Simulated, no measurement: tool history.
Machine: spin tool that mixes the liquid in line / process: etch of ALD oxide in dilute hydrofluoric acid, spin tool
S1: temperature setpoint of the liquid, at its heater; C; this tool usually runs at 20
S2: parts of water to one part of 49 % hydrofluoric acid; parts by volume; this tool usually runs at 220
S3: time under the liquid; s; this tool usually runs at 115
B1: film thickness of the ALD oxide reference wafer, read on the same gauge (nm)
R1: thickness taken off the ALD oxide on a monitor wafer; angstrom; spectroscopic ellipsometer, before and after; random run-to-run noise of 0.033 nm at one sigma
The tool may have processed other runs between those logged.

| run | hour | S1 | S2 | S3 | B1 | R1 |
|---|---|---|---|---|---|---|
| 1 | 0 | 20 | 220 | 115 | 59.973 | 44.02 |
|  | 0 | hydrofluoric acid flow meter replaced |
| 2 | 35.1 | 20 | 220 | 115 | 59.964 | 44.36 |
| 3 | 98.6 | 23 | 220 | 115 | 59.993 | 49.33 |
| 4 | 147 | 23 | 220 | 115 | 60.026 | 49.1 |
| 5 | 186.3 | 20 | 260 | 115 | 59.985 | 35.67 |
| 6 | 237.9 | 20 | 290 | 115 | 59.95 | 31.24 |
| 7 | 267.7 | 20 | 220 | 115 | 59.979 | 43.69 |
| 8 | 335.8 | 20 | 220 | 115 | 60.049 | 44.41 |
| 9 | 373.6 | 20 | 220 | 115 | 59.968 | 43.81 |
| 10 | 435.7 | 20 | 220 | 150 | 59.994 | 56.58 |
| 11 | 502.8 | 20 | 220 | 115 | 59.99 | 44.14 |
| 12 | 549.1 | 20 | 220 | 115 | 60.008 | 44.04 |
|  | 584.3 | gauge calibrated |
| 13 | 604.9 | 20 | 220 | 115 | 60 | 43.61 |
|  | 640.1 | thermometer replaced |
| 14 | 665.6 | 20 | 220 | 115 | 59.993 | 44.47 |
| 15 | 731.1 | 21.5 | 160 | 50 | 59.998 | 29.63 |
| 16 | 757.9 | 18 | 175 | 180 | 59.985 | 84 |
|  | 803.2 | hydrofluoric acid flow meter replaced |
| 17 | 819.1 | 20 | 220 | 115 | 60.013 | 43.88 |
| 18 | 884.6 | 20 | 220 | 115 | 59.997 | 43.57 |
| 19 | 954 | 21.5 | 255 | 115 | 59.983 | 38.65 |
| 20 | 1008.7 | 23 | 165 | 115 | 60.001 | 69.97 |
| 21 | 1073.1 | 18 | 220 | 115 | 59.973 | 40.58 |
| 22 | 1122.8 | 20 | 220 | 140 | 59.972 | 52.95 |
| 23 | 1154.9 | 20 | 220 | 175 | 59.994 | 66.47 |
| 24 | 1180.4 | 20 | 220 | 150 | 59.985 | 57.66 |
| 25 | 1233.3 | 17 | 130 | 115 | 59.972 | 72.77 |

Forecast each of these 4 alternatives for the next run:
| A | 1233.7 | 20 | 220 | 115 | ? | ? |
| B | 1233.7 | 17 | 275 | 150 | ? | ? |
| C | 1233.7 | 23.5 | 220 | 115 | ? | ? |
| D | 1233.7 | 17 | 320 | 70 | ? | ? |

| run | B1 | R1 |
|---|---|---|
| A | 59.955 | 43.26 |
| B | 59.955 | 38.3 |
| C | 59.955 | 49.32 |
| D | 59.955 | 14.79 |
Stripped of hidden state, with their random variation kept, the same runs would have yielded:
| run | R1 |
|---|---|
| A | 43.26 |
| B | 38.3 |
| C | 49.32 |
| D | 14.79 |
